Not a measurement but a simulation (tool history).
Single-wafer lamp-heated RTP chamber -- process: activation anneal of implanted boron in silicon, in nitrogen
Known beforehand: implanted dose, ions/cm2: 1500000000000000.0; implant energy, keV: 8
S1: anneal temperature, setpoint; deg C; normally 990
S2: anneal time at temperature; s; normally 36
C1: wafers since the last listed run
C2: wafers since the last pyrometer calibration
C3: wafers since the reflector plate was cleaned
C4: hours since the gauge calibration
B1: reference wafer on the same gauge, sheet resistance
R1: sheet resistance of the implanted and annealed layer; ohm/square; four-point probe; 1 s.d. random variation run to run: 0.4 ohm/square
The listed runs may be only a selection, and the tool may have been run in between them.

run	day	S1	S2	C1	C2	C3	C4	B1	R1
1	0	990	36	0	3031	9580	571.6	112.79	133.9
2	4.108	990	32	1685	4716	11265	670.2	113.08	135.47
# day 5.379: reflector plate cleaned
3	6.7	990	32	926	5642	541	732.4	113.24	136.14
4	8.958	990	32	926	6569	1468	786.6	113.29	136.36
5	12.283	990	36	1363	7933	2831	866.4	113.55	134.6
# day 14.646: pyrometer window cleaned and pyrometer calibrated
6	16.175	990	45	1459	627	4291	959.8	113.67	133.17
7	18.925	998	36	1128	1756	5419	1025.8	113.86	130.81
8	21.492	998	36	1052	2808	6472	1087.4	114.04	130.34
9	23.808	998	36	950	3759	7422	1143	114.18	130.1
10	26.283	1008	36	1015	4774	8438	1202.4	114.3	125.59
11	28.621	1008	36	958	5733	9396	1258.5	114.51	125.79
# day 36.946: pyrometer window cleaned and pyrometer calibrated
# day 41.462: reflector plate cleaned
12	41.542	990	36	5026	1748	32	1568.6	115.21	136.3
13	43.775	990	16	916	2664	949	1622.2	115.38	145.52
14	47.988	962	19	1727	4392	2676	1723.3	115.57	173.27
15	50.796	990	44	1151	5544	3828	1790.7	115.76	136

Forecast run 16:
# day 52.571: gauge calibrated
16	54.888	962	52	1678	7222	5507	55.6	?	?

{"run 16": {"B1": 111.45, "R1": 151.64}}
With no hidden state in the tool, this same run would have given R1 151.07 ohm/square.

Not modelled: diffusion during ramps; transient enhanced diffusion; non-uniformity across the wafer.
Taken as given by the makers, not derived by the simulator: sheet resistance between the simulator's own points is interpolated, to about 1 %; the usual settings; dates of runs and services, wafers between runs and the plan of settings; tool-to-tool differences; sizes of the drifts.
